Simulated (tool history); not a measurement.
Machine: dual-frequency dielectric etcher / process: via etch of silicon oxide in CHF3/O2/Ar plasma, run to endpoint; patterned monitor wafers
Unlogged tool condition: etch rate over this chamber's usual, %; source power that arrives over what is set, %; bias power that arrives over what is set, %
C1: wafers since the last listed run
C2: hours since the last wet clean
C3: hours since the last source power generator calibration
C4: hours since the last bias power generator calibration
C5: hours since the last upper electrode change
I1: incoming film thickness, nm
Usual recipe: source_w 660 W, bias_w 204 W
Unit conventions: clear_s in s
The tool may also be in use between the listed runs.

Run 1, hour 0: usual settings; C1 0; C2 347.8; C3 2081.4; C4 2967.3; C5 2919.1; I1 758.9. Result: clear_s 384.5 s.
Run 2, hour 63.7: usual settings but source_w 570 W, bias_w 234 W; C1 338; C2 411.5; C3 2145.1; C4 3031; C5 2982.8; I1 777.8. Result: clear_s 401.2 s.
Run 3, hour 149.5: usual settings but source_w 570 W, bias_w 234 W; C1 456; C2 497.3; C3 2230.9; C4 3116.8; C5 3068.6; I1 766.3. Result: clear_s 398.3 s.
At hour 201.6: wet clean of the chamber.
Run 4, hour 257.5: usual settings but source_w 570 W, bias_w 234 W; C1 446; C2 55.9; C3 2338.9; C4 3224.8; C5 3176.6; I1 765.6. Result: clear_s 379.1 s.
Run 5, hour 341.2: usual settings but source_w 580 W, bias_w 222 W; C1 445; C2 139.6; C3 2422.6; C4 3308.5; C5 3260.3; I1 764.1. Result: clear_s 392.6 s.
Run 6, hour 414.2: usual settings but source_w 580 W, bias_w 222 W; C1 388; C2 212.6; C3 2495.6; C4 3381.5; C5 3333.3; I1 764.5. Result: clear_s 398.7 s.
Run 7, hour 455.3: usual settings but source_w 580 W, bias_w 222 W; C1 218; C2 253.7; C3 2536.7; C4 3422.6; C5 3374.4; I1 763.4. Result: clear_s 389.8 s.
Run 8, hour 560.8: usual settings; C1 561; C2 359.2; C3 2642.2; C4 3528.1; C5 3479.9; I1 759.5. Result: clear_s 388 s.
Run 9, hour 633.4: usual settings; C1 386; C2 431.8; C3 2714.8; C4 3600.7; C5 3552.5; I1 768.9. Result: clear_s 395.2 s.
Run 10, hour 723: usual settings; C1 476; C2 521.4; C3 2804.4; C4 3690.3; C5 3642.1; I1 764.3. Result: clear_s 389.5 s.
Run 11, hour 763.2: usual settings; C1 213; C2 561.6; C3 2844.6; C4 3730.5; C5 3682.3; I1 766.8. Result: clear_s 403.5 s.
At hour 794.4: wet clean of the chamber.
Run 12, hour 849.5: usual settings; C1 331; C2 55.1; C3 2930.9; C4 3816.8; C5 3768.6; I1 757.9. Result: clear_s 368.7 s.
Run 13, hour 915.9: usual settings; C1 353; C2 121.5; C3 2997.3; C4 3883.2; C5 3835; I1 760.9. Result: clear_s 375 s.
Run 14, hour 1018.6: usual settings but bias_w 231 W; C1 546; C2 224.2; C3 3100; C4 3985.9; C5 3937.7; I1 762.9. Result: clear_s 361.3 s.
Run 15, hour 1110.9: usual settings but bias_w 231 W; C1 490; C2 316.5; C3 3192.3; C4 4078.2; C5 4030; I1 764. Result: clear_s 364.7 s.
At hour 1224.5: upper electrode replaced.
At hour 1291: wet clean of the chamber.
Run 16, hour 1318.2: usual settings but bias_w 231 W; C1 847; C2 27.2; C3 3399.6; C4 4285.5; C5 93.7; I1 761.2. Result: clear_s 351.2 s.
Run 17, hour 1424.5: usual settings but source_w 620 W; C1 565; C2 133.5; C3 3505.9; C4 4391.8; C5 200; I1 760.5. Result: clear_s 387.7 s.
At hour 1442.2: source power generator calibrated.
Run 18, hour 1493.7: usual settings but source_w 750 W, bias_w 218 W; C1 346; C2 202.7; C3 51.5; C4 4461; C5 269.2; I1 764.8. Result: clear_s 347.5 s.
Run 19, hour 1596.8: usual settings but source_w 520 W, bias_w 179 W; C1 548; C2 305.8; C3 154.6; C4 4564.1; C5 372.3; I1 768.6. Result: clear_s 467.7 s.
Run 20, hour 1697.9: usual settings; C1 537; C2 406.9; C3 255.7; C4 4665.2; C5 473.4; I1 760.4. Result: clear_s 381.5 s.
Run 21, hour 1752.5: usual settings but source_w 760 W, bias_w 223 W; C1 290; C2 461.5; C3 310.3; C4 4719.8; C5 528; I1 770.5. Result: clear_s 357.1 s.
Run 22, hour 1826.7: usual settings; C1 394; C2 535.7; C3 384.5; C4 4794; C5 602.2; I1 770.6. Result: clear_s 392.5 s.
At hour 1867.8: bias power generator calibrated.
At hour 1917.3: wet clean of the chamber.
Run 23, hour 1917.8: usual settings but bias_w 180 W; C1 335; C2 0.5; C3 475.6; C4 50; C5 693.3; I1 766.6. Result: clear_s 396.8 s.
Run 24, hour 2038.9: usual settings but source_w 730 W, bias_w 176 W; C1 644; C2 121.6; C3 596.7; C4 171.1; C5 814.4; I1 766.4. Result: clear_s 387.3 s.
Run 25, hour 2143.4: usual settings; C1 555; C2 226.1; C3 701.2; C4 275.6; C5 918.9; I1 773.4. Result: clear_s 378.6 s.
Run 26, hour 2206.9: usual settings but source_w 560 W, bias_w 250 W; C1 337; C2 289.6; C3 764.7; C4 339.1; C5 982.4; I1 767. Result: clear_s 383.3 s.
Run 27, hour 2244.4: usual settings but bias_w 231 W; C1 199; C2 327.1; C3 802.2; C4 376.6; C5 1019.9; I1 764.5. Result: clear_s 363.4 s.
Run 28, hour 2282.2: usual settings; C1 201; C2 364.9; C3 840; C4 414.4; C5 1057.7; I1 763.8. Result: clear_s 380.3 s.
Run 29, hour 2329.9: usual settings but source_w 570 W, bias_w 178 W; C1 253; C2 412.6; C3 887.7; C4 462.1; C5 1105.4; I1 768.3. Result: clear_s 443.2 s.
At hour 2392.4: wet clean of the chamber.
Run 30, hour 2624.6: usual settings but source_w 520 W, bias_w 249 W; C1 1439; C2 232.2; C3 1182.4; C4 756.8; C5 1400.1; I1 755.9. Result: clear_s 388.5 s.
Run 31, hour 2703.7: usual settings but source_w 760 W, bias_w 160 W; C1 420; C2 311.3; C3 1261.5; C4 835.9; C5 1479.2; I1 763.8. Result: clear_s 396.3 s.
Run 32, hour 2743.8: usual settings but source_w 720 W, bias_w 191 W; C1 213; C2 351.4; C3 1301.6; C4 876; C5 1519.3; I1 758.2. Result: clear_s 375 s.

Same runs, no hidden state in the tool, same run-to-run variation:
run  clear_s
  1    369.1
  2    382.6
  3    376.6
  4    373.2
  5    383.4
  6    386.5
  7    376.4
  8    370.7
  9    374.8
 10      366
 11    377.6
 12    365.2
 13    369.1
 14      352
 15      352
 16    348.8
 17    381.1
 18    339.3
 19      452
 20    364.9
 21    339.7
 22    370.6
 23    397.2
 24    383.2
 25    370.7
 26      373
 27    352.4
 28    367.3
 29      426
 30    381.2
 31    385.8
 32    363.6
